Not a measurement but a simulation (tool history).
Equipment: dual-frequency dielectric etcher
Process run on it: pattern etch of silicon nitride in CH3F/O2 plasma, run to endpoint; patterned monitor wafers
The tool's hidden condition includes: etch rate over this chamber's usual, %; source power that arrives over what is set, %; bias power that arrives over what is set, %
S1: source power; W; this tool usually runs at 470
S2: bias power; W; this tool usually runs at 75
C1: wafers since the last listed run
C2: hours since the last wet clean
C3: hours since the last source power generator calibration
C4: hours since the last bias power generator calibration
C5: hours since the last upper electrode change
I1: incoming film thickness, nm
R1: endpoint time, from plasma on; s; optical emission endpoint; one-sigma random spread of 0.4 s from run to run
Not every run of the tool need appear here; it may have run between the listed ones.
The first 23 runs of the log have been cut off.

{"hour": 1341.4, "done": "source power generator calibrated"}
{"run": 24, "hour": 1356.2, "S1": 520, "S2": 70, "C1": 132, "C2": 247.1, "C3": 14.8, "C4": 312.5, "C5": 532, "I1": 99.8, "R1": 111.6}
{"run": 25, "hour": 1422.5, "S1": 470, "S2": 93, "C1": 325, "C2": 313.4, "C3": 81.1, "C4": 378.8, "C5": 598.3, "I1": 101.4, "R1": 111.8}
{"hour": 1447.4, "done": "wet clean of the chamber"}
{"run": 26, "hour": 1492.0, "S1": 560, "S2": 56, "C1": 223, "C2": 44.6, "C3": 150.6, "C4": 448.3, "C5": 667.8, "I1": 101.4, "R1": 110.8}
{"run": 27, "hour": 1595.6, "S1": 540, "S2": 75, "C1": 508, "C2": 148.2, "C3": 254.2, "C4": 551.9, "C5": 771.4, "I1": 100.7, "R1": 107.2}
{"run": 28, "hour": 1662.8, "S1": 470, "S2": 75, "C1": 329, "C2": 215.4, "C3": 321.4, "C4": 619.1, "C5": 838.6, "I1": 101.5, "R1": 114.6}
{"run": 29, "hour": 1713.8, "S1": 440, "S2": 64, "C1": 250, "C2": 266.4, "C3": 372.4, "C4": 670.1, "C5": 889.6, "I1": 101.1, "R1": 121.2}
{"run": 30, "hour": 1764.2, "S1": 360, "S2": 92, "C1": 247, "C2": 316.8, "C3": 422.8, "C4": 720.5, "C5": 940, "I1": 101.9, "R1": 122.4}
{"hour": 1811.8, "done": "wet clean of the chamber"}
{"run": 31, "hour": 1812.3, "S1": 390, "S2": 88, "C1": 118, "C2": 0.5, "C3": 470.9, "C4": 768.6, "C5": 988.1, "I1": 100.9, "R1": 115.8}
{"run": 32, "hour": 1829.4, "S1": 510, "S2": 67, "C1": 83, "C2": 17.6, "C3": 488, "C4": 785.7, "C5": 1005.2, "I1": 101.8, "R1": 112.1}
{"run": 33, "hour": 1876.4, "S1": 470, "S2": 75, "C1": 230, "C2": 64.6, "C3": 535, "C4": 832.7, "C5": 1052.2, "I1": 101.5, "R1": 113.3}
{"run": 34, "hour": 1920.7, "S1": 470, "S2": 75, "C1": 217, "C2": 108.9, "C3": 579.3, "C4": 877, "C5": 1096.5, "I1": 100.3, "R1": 113.2}

5 options for the next run, each taken on its own from the tool as it stands now. Forecast them:
{"run": "A", "hour": 1921.2, "S1": 470, "S2": 59, "C1": 2, "C2": 109.4, "C3": 579.8, "C4": 877.5, "C5": 1097, "I1": 101.8, "R1": "?"}
{"run": "B", "hour": 1921.2, "S1": 430, "S2": 89, "C1": 2, "C2": 109.4, "C3": 579.8, "C4": 877.5, "C5": 1097, "I1": 101.8, "R1": "?"}
{"run": "C", "hour": 1921.2, "S1": 470, "S2": 83, "C1": 2, "C2": 109.4, "C3": 579.8, "C4": 877.5, "C5": 1097, "I1": 101.8, "R1": "?"}
{"run": "D", "hour": 1921.2, "S1": 470, "S2": 80, "C1": 2, "C2": 109.4, "C3": 579.8, "C4": 877.5, "C5": 1097, "I1": 101.8, "R1": "?"}
{"run": "E", "hour": 1921.2, "S1": 470, "S2": 56, "C1": 2, "C2": 109.4, "C3": 579.8, "C4": 877.5, "C5": 1097, "I1": 101.8, "R1": "?"}

run=A R1=119.6
run=B R1=113.9
run=C R1=112.2
run=D R1=113
run=E R1=120.7
With the hidden condition removed and each run's random variation left untouched, the same runs would have given:
run=A R1=118.1
run=B R1=112.5
run=C R1=110.7
run=D R1=111.5
run=E R1=119.1
